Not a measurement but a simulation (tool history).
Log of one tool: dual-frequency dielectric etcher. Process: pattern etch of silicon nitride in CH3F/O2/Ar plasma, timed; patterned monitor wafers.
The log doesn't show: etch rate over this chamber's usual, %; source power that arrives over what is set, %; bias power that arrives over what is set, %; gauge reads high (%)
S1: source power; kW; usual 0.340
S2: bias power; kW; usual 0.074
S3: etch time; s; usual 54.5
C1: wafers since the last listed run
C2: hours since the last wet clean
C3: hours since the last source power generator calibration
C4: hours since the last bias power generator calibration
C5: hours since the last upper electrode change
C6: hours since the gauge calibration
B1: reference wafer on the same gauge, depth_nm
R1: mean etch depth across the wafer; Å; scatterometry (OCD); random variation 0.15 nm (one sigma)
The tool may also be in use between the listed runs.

run 1 hour=0.0 | S1=0.340 S2=0.074 S3=63.0 | C1=0 C2=460.9 C3=2851.3 C4=4254.6 C5=4349.2 C6=390.4 | B1=37.63 | R1=386.2
run 2 hour=67.9 | S1=0.340 S2=0.074 S3=63.0 | C1=1125 C2=528.8 C3=2919.2 C4=4322.5 C5=4417.1 C6=458.3 | B1=37.59 | R1=384.2
-- hour=142.1 wet clean of the chamber
run 3 hour=142.6 | S1=0.340 S2=0.074 S3=63.0 | C1=840 C2=0.5 C3=2993.9 C4=4397.2 C5=4491.8 C6=533.0 | B1=37.58 | R1=385.5
run 4 hour=183.5 | S1=0.340 S2=0.074 S3=54.5 | C1=678 C2=41.4 C3=3034.8 C4=4438.1 C5=4532.7 C6=573.9 | B1=37.57 | R1=333.7
run 5 hour=229.8 | S1=0.340 S2=0.074 S3=54.5 | C1=767 C2=87.7 C3=3081.1 C4=4484.4 C5=4579.0 C6=620.2 | B1=37.67 | R1=332.2
run 6 hour=295.3 | S1=0.340 S2=0.074 S3=54.5 | C1=1085 C2=153.2 C3=3146.6 C4=4549.9 C5=4644.5 C6=685.7 | B1=37.55 | R1=332.3
-- hour=341.0 bias power generator calibrated
run 7 hour=342.5 | S1=0.340 S2=0.064 S3=54.5 | C1=716 C2=200.4 C3=3193.8 C4=1.5 C5=4691.7 C6=732.9 | B1=37.59 | R1=314.4
run 8 hour=405.5 | S1=0.340 S2=0.074 S3=54.5 | C1=1044 C2=263.4 C3=3256.8 C4=64.5 C5=4754.7 C6=795.9 | B1=37.65 | R1=331.4
run 9 hour=442.9 | S1=0.340 S2=0.074 S3=54.5 | C1=620 C2=300.8 C3=3294.2 C4=101.9 C5=4792.1 C6=833.3 | B1=37.64 | R1=330.7
run 10 hour=489.6 | S1=0.340 S2=0.074 S3=54.5 | C1=774 C2=347.5 C3=3340.9 C4=148.6 C5=4838.8 C6=880.0 | B1=37.57 | R1=331.5
run 11 hour=545.7 | S1=0.320 S2=0.074 S3=60.5 | C1=930 C2=403.6 C3=3397.0 C4=204.7 C5=4894.9 C6=936.1 | B1=37.59 | R1=360.3
run 12 hour=616.3 | S1=0.340 S2=0.092 S3=44.5 | C1=1170 C2=474.2 C3=3467.6 C4=275.3 C5=4965.5 C6=1006.7 | B1=37.61 | R1=294.5
-- hour=669.0 source power generator calibrated
-- hour=676.5 upper electrode replaced
-- hour=682.1 wet clean of the chamber
run 13 hour=682.6 | S1=0.390 S2=0.087 S3=44.0 | C1=816 C2=0.5 C3=13.6 C4=341.6 C5=6.1 C6=1073.0 | B1=37.63 | R1=299.0
run 14 hour=705.3 | S1=0.390 S2=0.088 S3=54.5 | C1=376 C2=23.2 C3=36.3 C4=364.3 C5=28.8 C6=1095.7 | B1=37.58 | R1=373.8
run 15 hour=746.6 | S1=0.290 S2=0.090 S3=50.0 | C1=684 C2=64.5 C3=77.6 C4=405.6 C5=70.1 C6=1137.0 | B1=37.60 | R1=304.4
run 16 hour=789.8 | S1=0.400 S2=0.081 S3=54.5 | C1=716 C2=107.7 C3=120.8 C4=448.8 C5=113.3 C6=1180.2 | B1=37.64 | R1=367.5
-- hour=798.9 gauge calibrated
run 17 hour=849.7 | S1=0.390 S2=0.069 S3=60.5 | C1=993 C2=167.6 C3=180.7 C4=508.7 C5=173.2 C6=50.8 | B1=37.65 | R1=381.2
run 18 hour=874.8 | S1=0.340 S2=0.074 S3=54.5 | C1=416 C2=192.7 C3=205.8 C4=533.8 C5=198.3 C6=75.9 | B1=37.62 | R1=332.2
run 19 hour=901.8 | S1=0.290 S2=0.090 S3=50.0 | C1=447 C2=219.7 C3=232.8 C4=560.8 C5=225.3 C6=102.9 | B1=37.58 | R1=306.1
run 20 hour=932.7 | S1=0.280 S2=0.080 S3=69.0 | C1=512 C2=250.6 C3=263.7 C4=591.7 C5=256.2 C6=133.8 | B1=37.58 | R1=397.5
run 21 hour=1000.5 | S1=0.340 S2=0.074 S3=54.5 | C1=1123 C2=318.4 C3=331.5 C4=659.5 C5=324.0 C6=201.6 | B1=37.55 | R1=330.5
run 22 hour=1039.1 | S1=0.410 S2=0.057 S3=54.5 | C1=639 C2=357.0 C3=370.1 C4=698.1 C5=362.6 C6=240.2 | B1=37.60 | R1=332.5
run 23 hour=1092.0 | S1=0.340 S2=0.074 S3=63.0 | C1=876 C2=409.9 C3=423.0 C4=751.0 C5=415.5 C6=293.1 | B1=37.60 | R1=386.6

Hidden state at the last listed run before each entry between runs and at the first one after, where it differs:
Between runs 2 and 3: wet clean of the chamber (hour 142.1)
  no hidden state differs between the two runs
Between runs 6 and 7: bias power generator calibrated (hour 341.0)
  no hidden state differs between the two runs
Between runs 12 and 13: source power generator calibrated (hour 669.0); upper electrode replaced (hour 676.5); wet clean of the chamber (hour 682.1)
  no hidden state differs between the two runs
Between runs 16 and 17: gauge calibrated (hour 798.9)
  no hidden state differs between the two runs
